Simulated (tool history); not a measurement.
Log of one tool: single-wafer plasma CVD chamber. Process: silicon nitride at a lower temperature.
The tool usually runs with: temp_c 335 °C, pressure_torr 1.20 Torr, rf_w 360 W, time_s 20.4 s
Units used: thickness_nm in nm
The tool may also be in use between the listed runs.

| run | hour | temp_c | pressure_torr | rf_w | time_s | wafers since the last listed run | hours since the last thermocouple change | hours since the last RF generator calibration | hours since the last manometer calibration | hours since the showerhead was replaced | hours since the gauge calibration | read-back reference wafer on the same gauge, thickness_nm | thickness_nm |
|---|---|---|---|---|---|---|---|---|---|---|---|---|---|
| 1 | 0.0 | 335 | 1.20 | 360 | 20.4 | 0 | 1292.5 | 1214.0 | 2194.5 | 4292.2 | 671.7 | 19.988 | 24.384 |
| 2 | 18.7 | 335 | 1.20 | 360 | 20.4 | 582 | 1311.2 | 1232.7 | 2213.2 | 4310.9 | 690.4 | 19.987 | 24.515 |
|  | 40.7 | RF generator calibrated |
| 3 | 46.6 | 335 | 1.20 | 360 | 20.4 | 620 | 1339.1 | 5.9 | 2241.1 | 4338.8 | 718.3 | 20.003 | 24.287 |
|  | 57.6 | capacitance manometer re-zeroed and calibrated |
| 4 | 63.5 | 335 | 1.20 | 360 | 20.4 | 277 | 1356.0 | 22.8 | 5.9 | 4355.7 | 735.2 | 20.014 | 24.336 |
| 5 | 83.7 | 335 | 1.20 | 360 | 20.4 | 629 | 1376.2 | 43.0 | 26.1 | 4375.9 | 755.4 | 20.013 | 24.263 |
|  | 93.4 | gauge calibrated |
| 6 | 108.0 | 335 | 1.20 | 410 | 20.4 | 757 | 1400.5 | 67.3 | 50.4 | 4400.2 | 14.6 | 19.981 | 26.017 |
| 7 | 130.8 | 335 | 1.20 | 325 | 20.4 | 710 | 1423.3 | 90.1 | 73.2 | 4423.0 | 37.4 | 19.985 | 23.067 |
| 8 | 148.1 | 329 | 1.20 | 360 | 23.2 | 539 | 1440.6 | 107.4 | 90.5 | 4440.3 | 54.7 | 19.999 | 27.877 |
| 9 | 165.0 | 326 | 0.95 | 360 | 20.4 | 526 | 1457.5 | 124.3 | 107.4 | 4457.2 | 71.6 | 20.002 | 21.587 |
| 10 | 193.0 | 329 | 1.32 | 405 | 20.4 | 872 | 1485.5 | 152.3 | 135.4 | 4485.2 | 99.6 | 20.003 | 27.146 |
| 11 | 205.4 | 335 | 1.34 | 360 | 20.4 | 386 | 1497.9 | 164.7 | 147.8 | 4497.6 | 112.0 | 19.994 | 25.491 |
| 12 | 230.5 | 335 | 1.20 | 360 | 20.4 | 782 | 1523.0 | 189.8 | 172.9 | 4522.7 | 137.1 | 19.989 | 24.311 |
| 13 | 261.3 | 320 | 1.20 | 425 | 18.5 | 959 | 1553.8 | 220.6 | 203.7 | 4553.5 | 167.9 | 20.008 | 24.182 |
| 14 | 282.7 | 321 | 1.20 | 340 | 20.4 | 666 | 1575.2 | 242.0 | 225.1 | 4574.9 | 189.3 | 20.011 | 23.739 |
| 15 | 306.3 | 335 | 1.20 | 360 | 20.4 | 735 | 1598.8 | 265.6 | 248.7 | 4598.5 | 212.9 | 19.980 | 24.490 |
| 16 | 327.3 | 321 | 1.49 | 360 | 18.5 | 654 | 1619.8 | 286.6 | 269.7 | 4619.5 | 233.9 | 19.997 | 24.197 |
|  | 347.4 | showerhead replaced |
| 17 | 347.9 | 335 | 1.08 | 360 | 17.4 | 392 | 1640.4 | 307.2 | 290.3 | 0.5 | 254.5 | 20.005 | 19.722 |
| 18 | 368.3 | 335 | 1.20 | 360 | 20.4 | 635 | 1660.8 | 327.6 | 310.7 | 20.9 | 274.9 | 20.001 | 24.333 |
| 19 | 402.4 | 335 | 1.20 | 360 | 21.9 | 1062 | 1694.9 | 361.7 | 344.8 | 55.0 | 309.0 | 20.000 | 26.020 |
| 20 | 433.3 | 335 | 1.20 | 385 | 16.3 | 962 | 1725.8 | 392.6 | 375.7 | 85.9 | 339.9 | 19.998 | 20.144 |
|  | 450.6 | thermocouple changed; heater temperature recalibrated |
| 21 | 451.1 | 329 | 1.20 | 360 | 23.2 | 305 | 0.5 | 410.4 | 393.5 | 103.7 | 357.7 | 20.001 | 27.866 |
| 22 | 471.3 | 347 | 1.44 | 360 | 20.4 | 629 | 20.7 | 430.6 | 413.7 | 123.9 | 377.9 | 20.004 | 26.145 |
| 23 | 489.7 | 350 | 1.36 | 360 | 20.4 | 573 | 39.1 | 449.0 | 432.1 | 142.3 | 396.3 | 19.995 | 25.563 |
| 24 | 504.9 | 321 | 1.20 | 415 | 20.4 | 473 | 54.3 | 464.2 | 447.3 | 157.5 | 411.5 | 19.996 | 26.282 |
| 25 | 538.2 | 335 | 1.20 | 360 | 16.8 | 1037 | 87.6 | 497.5 | 480.6 | 190.8 | 444.8 | 20.007 | 20.047 |
| 26 | 573.9 | 335 | 1.20 | 360 | 20.4 | 1112 | 123.3 | 533.2 | 516.3 | 226.5 | 480.5 | 19.989 | 24.404 |
| 27 | 596.3 | 335 | 1.03 | 360 | 20.4 | 697 | 145.7 | 555.6 | 538.7 | 248.9 | 502.9 | 20.006 | 22.406 |
| 28 | 631.3 | 322 | 1.42 | 360 | 21.6 | 1090 | 180.7 | 590.6 | 573.7 | 283.9 | 537.9 | 19.991 | 27.741 |

Consider 5 possible next runs. They are alternatives, not a sequence: every one starts from the tool as it was left by run 28. What does each give?
| A | 631.7 | 335 | 1.20 | 360 | 20.4 | 12 | 181.1 | 591.0 | 574.1 | 284.3 | 538.3 | ? | ? |
| B | 631.7 | 327 | 1.03 | 415 | 23.4 | 12 | 181.1 | 591.0 | 574.1 | 284.3 | 538.3 | ? | ? |
| C | 631.7 | 325 | 1.20 | 395 | 20.4 | 12 | 181.1 | 591.0 | 574.1 | 284.3 | 538.3 | ? | ? |
| D | 631.7 | 340 | 0.99 | 290 | 22.3 | 12 | 181.1 | 591.0 | 574.1 | 284.3 | 538.3 | ? | ? |
| E | 631.7 | 335 | 1.20 | 315 | 20.4 | 12 | 181.1 | 591.0 | 574.1 | 284.3 | 538.3 | ? | ? |

| run | read-back reference wafer on the same gauge, thickness_nm | thickness_nm |
|---|---|---|
| A | 19.996 | 24.327 |
| B | 19.996 | 27.895 |
| C | 19.996 | 25.614 |
| D | 19.996 | 21.503 |
| E | 19.996 | 22.712 |
Take away the tool's hidden state, keep each run's random variation, and the runs would have read:
| run | thickness_nm |
|---|---|
| A | 24.327 |
| B | 27.895 |
| C | 25.614 |
| D | 21.503 |
| E | 22.712 |

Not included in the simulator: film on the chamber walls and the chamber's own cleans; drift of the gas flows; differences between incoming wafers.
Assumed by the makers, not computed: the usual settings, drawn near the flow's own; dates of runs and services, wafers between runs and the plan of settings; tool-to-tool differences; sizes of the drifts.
